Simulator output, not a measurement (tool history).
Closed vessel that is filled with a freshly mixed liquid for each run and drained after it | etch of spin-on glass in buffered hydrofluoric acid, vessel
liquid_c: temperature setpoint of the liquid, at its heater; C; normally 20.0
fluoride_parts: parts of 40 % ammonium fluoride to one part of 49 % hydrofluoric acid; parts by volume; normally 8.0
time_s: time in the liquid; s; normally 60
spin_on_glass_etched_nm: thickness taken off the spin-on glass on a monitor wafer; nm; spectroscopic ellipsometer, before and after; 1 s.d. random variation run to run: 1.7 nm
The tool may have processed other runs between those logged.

run   hour  liquid_c  fluoride_parts  time_s  read-back film thickness of the spin-on glass reference wafer, read on the same gauge (nm)  spin_on_glass_etched_nm
  1    0.0      20.0             9.0      60                                                                                       29.94                   205.02
  2   16.6      20.0             9.0      60                                                                                       30.01                   207.04
  3   23.1      20.0             8.0      60                                                                                       29.99                   237.22
  4   34.2      20.0             8.0      35                                                                                       29.98                   136.35
  5   45.0      20.0             8.0      60                                                                                       30.01                   235.51
  6   59.5      20.0             8.0      60                                                                                       29.98                   233.10
  7   66.8      20.0             8.0      60                                                                                       29.98                   234.99
  8   73.2      20.0             8.0      60                                                                                       30.04                   232.70
  9   81.6      20.0             8.0      60                                                                                       29.96                   233.41
 10   94.0      20.0             8.0      60                                                                                       30.01                   235.81
 11  104.2      20.0             8.0      60                                                                                       30.02                   236.59
 12  116.5      20.0             8.0      60                                                                                       30.03                   233.27
 13  128.7      20.0             8.0      60                                                                                       29.97                   234.00
 14  145.5      20.0             8.0      60                                                                                       29.96                   233.98
 15  159.8      20.0             8.0      60                                                                                       29.98                   236.42
 16  167.7      20.0             8.0      60                                                                                       29.96                   234.82
 17  179.1      17.0             9.0      45                                                                                       30.03                   131.66
 18  186.0      17.0             5.5      60                                                                                       29.94                   282.61
 19  203.5      20.0             8.0      60                                                                                       30.00                   235.10
 20  221.5      20.0             8.0      80                                                                                       30.03                   315.44
 21  229.4      20.0             8.0      60                                                                                       29.95                   234.19
     233.0  -- thermometer replaced
 22  240.5      20.0             8.0      60                                                                                       30.01                   234.94
 23  250.2      20.0             8.0      60                                                                                       30.01                   235.50
 24  265.8      20.0             6.5      50                                                                                       30.02                   236.51
 25  283.6      17.0            10.5      90                                                                                       30.00                   235.10
 26  296.6      20.0             6.5      60                                                                                       30.02                   287.62
 27  302.9      20.0             8.0      60                                                                                       29.98                   234.83
     305.2  -- hydrofluoric acid flow meter replaced
     319.0  -- gauge calibrated
 28  319.7      23.0             5.5      85                                                                                       29.98                   562.38
 29  330.7      17.0             8.0      60                                                                                       29.96                   198.97
 30  347.2      21.5             8.0      45                                                                                       30.01                   189.38
 31  365.1      20.0             8.0      75                                                                                       30.04                   287.49
 32  377.8      17.0             5.5      90                                                                                       29.98                   423.19
 33  391.7      20.0             9.5      50                                                                                       29.97                   165.95
 34  404.8      18.0            10.0      35                                                                                       30.01                   100.84

Consider 3 possible next runs. They are alternatives, not a sequence: every one starts from the tool as it was left by run 34. What does each give?
  A  405.5      20.0             8.0      90                                                                                           ?                        ?
  B  405.5      20.0            10.0      60                                                                                           ?                        ?
  C  405.5      17.5            10.5      30                                                                                           ?                        ?

run  read-back film thickness of the spin-on glass reference wafer, read on the same gauge (nm)  spin_on_glass_etched_nm
  A                                                                                       30.00                   350.14
  B                                                                                       30.00                   192.23
  C                                                                                       30.00                    79.59
With no hidden state in the tool, these same runs would have given:
run  spin_on_glass_etched_nm
  A                   350.14
  B                   192.23
  C                    79.59
